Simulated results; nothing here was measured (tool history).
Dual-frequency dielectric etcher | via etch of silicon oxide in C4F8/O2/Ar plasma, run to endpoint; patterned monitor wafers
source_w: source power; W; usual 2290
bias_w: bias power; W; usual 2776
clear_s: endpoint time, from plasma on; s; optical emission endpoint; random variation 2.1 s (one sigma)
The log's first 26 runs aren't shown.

run   hour  source_w  bias_w  wafers since the last listed run  hours since the last wet clean  hours since the last source power generator calibration  hours since the last bias power generator calibration  hours since the last upper electrode change  incoming incoming film thickness, nm  clear_s
 27  668.2      2290    2776                               109                           159.6                                                    411.1                                                  189.8                                        386.2                                2211.3    429.7
 28  697.6      2110    3001                               109                             189                                                    440.5                                                  219.2                                        415.6                                  2167    432.9
 29  715.5      1910    3079                                66                           206.9                                                    458.4                                                  237.1                                        433.5                                2176.9    467.8
 30  731.7      1800    2370                                60                           223.1                                                    474.6                                                  253.3                                        449.7                                2180.5    519.9
 31  759.4      2290    3465                               103                           250.8                                                    502.3                                                    281                                        477.4                                2171.4    400.9
 32  792.6      2290    2563                               124                             284                                                    535.5                                                  314.2                                        510.6                                2167.3    435.5
 33  820.9      1940    2974                               105                           312.3                                                    563.8                                                  342.5                                        538.9                                2176.4      465
 34  836.2      2290    2776                                57                           327.6                                                    579.1                                                  357.8                                        554.2                                2199.4    430.2

Forecast each of these 5 alternatives for the next run:
  A  836.7      2290    2776                                 1                           328.1                                                    579.6                                                  358.3                                        554.7                                  2176        ?
  B  836.7      2290    2327                                 1                           328.1                                                    579.6                                                  358.3                                        554.7                                  2176        ?
  C  836.7      2750    3002                                 1                           328.1                                                    579.6                                                  358.3                                        554.7                                  2176        ?
  D  836.7      2650    3033                                 1                           328.1                                                    579.6                                                  358.3                                        554.7                                  2176        ?
  E  836.7      1990    2499                                 1                           328.1                                                    579.6                                                  358.3                                        554.7                                  2176        ?

run  clear_s
  A    426.5
  B    446.6
  C    375.8
  D    382.6
  E    478.9
Without the tool's hidden state the same runs would have given:
run  clear_s
  A    416.3
  B    435.9
  C    366.8
  D    373.4
  E    467.4

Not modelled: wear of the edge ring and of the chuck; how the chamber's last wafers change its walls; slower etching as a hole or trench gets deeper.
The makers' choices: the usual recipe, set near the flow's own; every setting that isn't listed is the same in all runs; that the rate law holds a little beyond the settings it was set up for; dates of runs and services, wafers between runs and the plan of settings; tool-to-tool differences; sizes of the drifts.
